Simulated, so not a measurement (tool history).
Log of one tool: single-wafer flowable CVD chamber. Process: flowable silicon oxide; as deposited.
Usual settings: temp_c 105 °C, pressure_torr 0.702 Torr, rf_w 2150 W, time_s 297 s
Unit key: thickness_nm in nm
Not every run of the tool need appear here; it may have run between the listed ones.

run   hour  temp_c  pressure_torr  rf_w  time_s  read-back reference wafer on the same gauge, thickness_nm  thickness_nm
  1      0     105          0.702  2150     297                                                    115.095       158.884
  2      9     105          0.702  2150     297                                                    115.009       159.151
  3   19.8     105          0.702  2150     297                                                    114.935           160
  4   26.7     105          0.702  2150     297                                                    114.893        160.31
  5   43.4     105          0.702  2150     297                                                    115.041       161.445
  6   56.8     105          0.702  2150     297                                                    115.033       161.057
  7   73.4     105          0.702  2150     297                                                     115.07       161.791
  8   87.4     110          0.853  2150     297                                                     115.03       156.484
  9   98.2     105          0.702  2560     351                                                    114.922       193.958
 10  111.4     114          0.618  2150     276                                                    115.011       101.622
     119.4  -- capacitance manometer re-zeroed and calibrated
 11    121     105          0.702  2150     297                                                    115.007        162.58
 12  129.1     110          0.853  2150     297                                                    115.028       156.371
     174.9  -- thermocouple changed; heater temperature recalibrated
     189.6  -- RF generator calibrated
 13  190.1     105          0.702  2150     297                                                    115.076       181.872
 14  190.4     105          0.702  2150     297                                                    115.036       181.043
 15  201.5     113          0.702  2415     297                                                    115.011       140.204
 16  213.4     110          0.651  1800     297                                                    115.021       142.666
     219.4  -- gauge calibrated
 17    230     105          0.702  2025     326                                                    115.014       197.065
 18  238.6     105          0.856  2150     297                                                    114.961       209.013
 19  254.6     105          0.702  2150     297                                                    115.064       181.767
 20    272      96          0.702  1865     326                                                    115.003       264.163
 21  286.2     111          0.762  2380     339                                                    115.001       178.453
     310.6  -- thermocouple changed; heater temperature recalibrated, repeated, since the last time left the tool worse
 22  311.1     105          0.702  2150     297                                                    114.999       137.559
 23  311.5     105          0.618  2150     297                                                    114.998       126.162
 24    319     100          0.778  1870     280                                                    115.013       163.365
 25  327.5     105          0.702  2150     325                                                    114.992         150.4
 26  340.6     105          0.702  1775     297                                                    114.984       135.164
 27  348.9      93          0.572  2150     297                                                    115.011       182.632
 28  356.4     101          0.754  2150     297                                                    115.026       166.536
 29  365.9     105          0.702  2150     297                                                     114.97        137.77

Here are 3 independent what-if runs from the current tool condition. What would each one return?
  A  366.4      94          0.702  2150     297                                                          ?             ?
  B  366.4      91          0.629  2150     297                                                          ?             ?
  C  366.4      91          0.573  2150     297                                                          ?             ?

run  read-back reference wafer on the same gauge, thickness_nm  thickness_nm
  A                                                    114.948       199.774
  B                                                    114.948       205.939
  C                                                    114.948       194.202
With no hidden state in the tool, these same runs would have given:
run  thickness_nm
  A        203.16
  B        209.49
  C        197.55

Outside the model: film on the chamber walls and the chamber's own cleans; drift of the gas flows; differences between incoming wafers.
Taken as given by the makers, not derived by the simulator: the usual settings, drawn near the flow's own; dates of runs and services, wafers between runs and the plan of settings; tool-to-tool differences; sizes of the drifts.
